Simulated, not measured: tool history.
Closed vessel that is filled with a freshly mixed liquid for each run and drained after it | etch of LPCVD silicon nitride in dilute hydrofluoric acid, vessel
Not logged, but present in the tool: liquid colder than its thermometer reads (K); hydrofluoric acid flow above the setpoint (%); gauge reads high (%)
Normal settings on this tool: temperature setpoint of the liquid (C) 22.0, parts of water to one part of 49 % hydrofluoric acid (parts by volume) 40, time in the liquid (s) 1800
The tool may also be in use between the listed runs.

run     day  temperature setpoint of the liquid (C)  parts of water to one part of 49 % hydrofluoric acid (parts by volume)  time in the liquid (s)  wafers since the last listed run  hours since the thermometer was replaced  hours since the hydrofluoric acid flow meter was replaced  hours since the gauge calibration  read-back film thickness of the LPCVD silicon nitride reference wafer, read on the same gauge (nm)  thickness taken off the LPCVD silicon nitride on a monitor wafer (Å)
  1   0.000                                    22.0                                                                      40                    1800                                 0                                    2210.2                                                      832.6                              387.0                                                                                               70.11                                                                 211.8
      2.746  -- hydrofluoric acid flow meter replaced
  2   3.529                                    22.0                                                                      40                    2435                              2343                                    2294.9                                                       18.8                              471.7                                                                                               70.11                                                                 286.0
  3   7.525                                    22.0                                                                      40                    2435                              2684                                    2390.8                                                      114.7                              567.6                                                                                               70.17                                                                 285.9
  4   9.321                                    18.5                                                                      40                    1800                              1206                                    2433.9                                                      157.8                              610.7                                                                                               70.24                                                                 165.6
  5  11.600                                    18.5                                                                      40                    1800                              1531                                    2488.6                                                      212.5                              665.4                                                                                               70.25                                                                 165.1
  6  13.129                                    18.0                                                                      40                    1800                              1027                                    2525.3                                                      249.2                              702.1                                                                                               70.29                                                                 159.9
  7  16.133                                    22.0                                                                      40                    1800                              2018                                    2597.4                                                      321.3                              774.2                                                                                               70.43                                                                 212.7
  8  20.429                                    22.0                                                                      40                    1800                              2886                                    2700.5                                                      424.4                              877.3                                                                                               70.49                                                                 212.9
  9  22.000                                    22.0                                                                      40                    1800                              1055                                    2738.2                                                      462.1                              915.0                                                                                               70.51                                                                 213.3
     23.488  -- thermometer replaced
 10  25.042                                    22.0                                                                      40                    1800                              2015                                      37.3                                                      535.1                              988.0                                                                                               70.63                                                                 211.9
 11  27.125                                    24.0                                                                      40                    1800                              1399                                      87.3                                                      585.1                             1038.0                                                                                               70.68                                                                 242.4

Predict the results of run 12:
 12  29.533                                    22.0                                                                      25                    1420                              1618                                     145.1                                                      642.9                             1095.8                                                                                                   ?                                                                     ?

Run 12 came out at read-back film thickness of the LPCVD silicon nitride reference wafer, read on the same gauge (nm) 70.81, thickness taken off the LPCVD silicon nitride on a monitor wafer (Å) 265.2.
On a tool with no hidden condition, and with the same random variation, this run would have come out at thickness taken off the LPCVD silicon nitride on a monitor wafer (Å) 262.2.
